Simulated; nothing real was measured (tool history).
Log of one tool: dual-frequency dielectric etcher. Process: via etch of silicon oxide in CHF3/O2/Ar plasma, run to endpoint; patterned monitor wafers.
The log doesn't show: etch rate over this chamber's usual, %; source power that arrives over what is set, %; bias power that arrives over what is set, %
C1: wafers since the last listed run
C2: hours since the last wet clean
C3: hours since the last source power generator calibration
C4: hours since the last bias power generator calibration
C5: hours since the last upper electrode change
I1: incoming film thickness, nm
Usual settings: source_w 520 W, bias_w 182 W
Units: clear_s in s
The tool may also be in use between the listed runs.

{"run": 1, "hour": 0.0, "source_w": 560, "bias_w": 166, "C1": 0, "C2": 353.3, "C3": 4248.8, "C4": 4367.3, "C5": 4413.8, "I1": 754.4, "clear_s": 404.2}
{"run": 2, "hour": 9.3, "source_w": 560, "bias_w": 166, "C1": 42, "C2": 362.6, "C3": 4258.1, "C4": 4376.6, "C5": 4423.1, "I1": 746.6, "clear_s": 396.7}
{"run": 3, "hour": 19.0, "source_w": 560, "bias_w": 166, "C1": 44, "C2": 372.3, "C3": 4267.8, "C4": 4386.3, "C5": 4432.8, "I1": 754.5, "clear_s": 403.7}
{"run": 4, "hour": 33.3, "source_w": 560, "bias_w": 194, "C1": 65, "C2": 386.6, "C3": 4282.1, "C4": 4400.6, "C5": 4447.1, "I1": 751.8, "clear_s": 374.7}
{"run": 5, "hour": 39.7, "source_w": 450, "bias_w": 182, "C1": 29, "C2": 393, "C3": 4288.5, "C4": 4407, "C5": 4453.5, "I1": 757.2, "clear_s": 437}
{"run": 6, "hour": 47.3, "source_w": 520, "bias_w": 182, "C1": 35, "C2": 400.6, "C3": 4296.1, "C4": 4414.6, "C5": 4461.1, "I1": 745.5, "clear_s": 397.1}
{"run": 7, "hour": 62.0, "source_w": 520, "bias_w": 182, "C1": 67, "C2": 415.3, "C3": 4310.8, "C4": 4429.3, "C5": 4475.8, "I1": 756.1, "clear_s": 400.6}
{"hour": 73.8, "done": "bias power generator calibrated"}
{"run": 8, "hour": 74.3, "source_w": 520, "bias_w": 182, "C1": 38, "C2": 427.6, "C3": 4323.1, "C4": 0.5, "C5": 4488.1, "I1": 752.2, "clear_s": 400.7}
{"run": 9, "hour": 84.0, "source_w": 520, "bias_w": 182, "C1": 44, "C2": 437.3, "C3": 4332.8, "C4": 10.2, "C5": 4497.8, "I1": 745.2, "clear_s": 395.9}
{"hour": 94.4, "done": "source power generator calibrated"}
{"hour": 116.9, "done": "wet clean of the chamber"}
{"hour": 132.2, "done": "upper electrode replaced"}
{"run": 10, "hour": 132.7, "source_w": 490, "bias_w": 182, "C1": 31, "C2": 15.8, "C3": 38.3, "C4": 58.9, "C5": 0.5, "I1": 748.1, "clear_s": 411.7}
{"run": 11, "hour": 133.1, "source_w": 520, "bias_w": 182, "C1": 1, "C2": 16.2, "C3": 38.7, "C4": 59.3, "C5": 0.9, "I1": 749.9, "clear_s": 397.7}
{"run": 12, "hour": 133.5, "source_w": 520, "bias_w": 182, "C1": 1, "C2": 16.6, "C3": 39.1, "C4": 59.7, "C5": 1.3, "I1": 750.3, "clear_s": 398.3}
{"run": 13, "hour": 137.5, "source_w": 520, "bias_w": 182, "C1": 18, "C2": 20.6, "C3": 43.1, "C4": 63.7, "C5": 5.3, "I1": 747.9, "clear_s": 399.2}
{"run": 14, "hour": 151.1, "source_w": 520, "bias_w": 182, "C1": 62, "C2": 34.2, "C3": 56.7, "C4": 77.3, "C5": 18.9, "I1": 750.4, "clear_s": 400.3}
{"run": 15, "hour": 168.5, "source_w": 550, "bias_w": 214, "C1": 80, "C2": 51.6, "C3": 74.1, "C4": 94.7, "C5": 36.3, "I1": 751, "clear_s": 364.2}
{"run": 16, "hour": 180.7, "source_w": 390, "bias_w": 217, "C1": 56, "C2": 63.8, "C3": 86.3, "C4": 106.9, "C5": 48.5, "I1": 750, "clear_s": 428.9}
{"run": 17, "hour": 187.6, "source_w": 570, "bias_w": 159, "C1": 31, "C2": 70.7, "C3": 93.2, "C4": 113.8, "C5": 55.4, "I1": 746.1, "clear_s": 402.3}
{"run": 18, "hour": 203.5, "source_w": 390, "bias_w": 196, "C1": 73, "C2": 86.6, "C3": 109.1, "C4": 129.7, "C5": 71.3, "I1": 752, "clear_s": 452.1}
{"run": 19, "hour": 215.1, "source_w": 630, "bias_w": 182, "C1": 53, "C2": 98.2, "C3": 120.7, "C4": 141.3, "C5": 82.9, "I1": 743.9, "clear_s": 361.4}
{"run": 20, "hour": 222.6, "source_w": 520, "bias_w": 182, "C1": 34, "C2": 105.7, "C3": 128.2, "C4": 148.8, "C5": 90.4, "I1": 753.1, "clear_s": 401.9}
{"run": 21, "hour": 235.9, "source_w": 560, "bias_w": 206, "C1": 61, "C2": 119, "C3": 141.5, "C4": 162.1, "C5": 103.7, "I1": 751.2, "clear_s": 366.6}
{"run": 22, "hour": 253.3, "source_w": 520, "bias_w": 182, "C1": 80, "C2": 136.4, "C3": 158.9, "C4": 179.5, "C5": 121.1, "I1": 758.2, "clear_s": 405.4}
{"run": 23, "hour": 268.8, "source_w": 560, "bias_w": 194, "C1": 71, "C2": 151.9, "C3": 174.4, "C4": 195, "C5": 136.6, "I1": 751.3, "clear_s": 377.1}
{"run": 24, "hour": 276.3, "source_w": 470, "bias_w": 136, "C1": 34, "C2": 159.4, "C3": 181.9, "C4": 202.5, "C5": 144.1, "I1": 745.3, "clear_s": 473.9}
{"run": 25, "hour": 287.2, "source_w": 590, "bias_w": 158, "C1": 50, "C2": 170.3, "C3": 192.8, "C4": 213.4, "C5": 155, "I1": 760, "clear_s": 403.1}
{"run": 26, "hour": 301.4, "source_w": 410, "bias_w": 152, "C1": 65, "C2": 184.5, "C3": 207, "C4": 227.6, "C5": 169.2, "I1": 751, "clear_s": 491}
{"run": 27, "hour": 312.7, "source_w": 520, "bias_w": 182, "C1": 52, "C2": 195.8, "C3": 218.3, "C4": 238.9, "C5": 180.5, "I1": 755.9, "clear_s": 403}
{"run": 28, "hour": 320.1, "source_w": 400, "bias_w": 182, "C1": 34, "C2": 203.2, "C3": 225.7, "C4": 246.3, "C5": 187.9, "I1": 755.2, "clear_s": 464.6}
{"run": 29, "hour": 328.8, "source_w": 520, "bias_w": 182, "C1": 40, "C2": 211.9, "C3": 234.4, "C4": 255, "C5": 196.6, "I1": 753.1, "clear_s": 403.1}
{"run": 30, "hour": 337.3, "source_w": 520, "bias_w": 182, "C1": 39, "C2": 220.4, "C3": 242.9, "C4": 263.5, "C5": 205.1, "I1": 754.4, "clear_s": 402}
{"run": 31, "hour": 344.9, "source_w": 430, "bias_w": 182, "C1": 35, "C2": 228, "C3": 250.5, "C4": 271.1, "C5": 212.7, "I1": 749.7, "clear_s": 440.4}
{"run": 32, "hour": 357.2, "source_w": 520, "bias_w": 182, "C1": 56, "C2": 240.3, "C3": 262.8, "C4": 283.4, "C5": 225, "I1": 752.8, "clear_s": 401.1}
{"run": 33, "hour": 366.9, "source_w": 440, "bias_w": 204, "C1": 44, "C2": 250, "C3": 272.5, "C4": 293.1, "C5": 234.7, "I1": 754.8, "clear_s": 417.7}
{"run": 34, "hour": 390.8, "source_w": 520, "bias_w": 182, "C1": 110, "C2": 273.9, "C3": 296.4, "C4": 317, "C5": 258.6, "I1": 752.9, "clear_s": 399.2}
{"run": 35, "hour": 400.7, "source_w": 520, "bias_w": 170, "C1": 45, "C2": 283.8, "C3": 306.3, "C4": 326.9, "C5": 268.5, "I1": 747.3, "clear_s": 409.5}
{"run": 36, "hour": 415.5, "source_w": 570, "bias_w": 196, "C1": 68, "C2": 298.6, "C3": 321.1, "C4": 341.7, "C5": 283.3, "I1": 755.3, "clear_s": 371.7}

3 ways to go on from here, each from the tool as it stands after run 36. What would each give?
{"run": "A", "hour": 416.0, "source_w": 520, "bias_w": 182, "C1": 2, "C2": 299.1, "C3": 321.6, "C4": 342.2, "C5": 283.8, "I1": 746.5, "clear_s": "?"}
{"run": "B", "hour": 416.0, "source_w": 520, "bias_w": 158, "C1": 2, "C2": 299.1, "C3": 321.6, "C4": 342.2, "C5": 283.8, "I1": 746.5, "clear_s": "?"}
{"run": "C", "hour": 416.0, "source_w": 430, "bias_w": 211, "C1": 2, "C2": 299.1, "C3": 321.6, "C4": 342.2, "C5": 283.8, "I1": 746.5, "clear_s": "?"}

run=A clear_s=397.5
run=B clear_s=422.4
run=C clear_s=412
Without the tool's hidden state the same runs would have given:
run=A clear_s=397.5
run=B clear_s=422.4
run=C clear_s=412
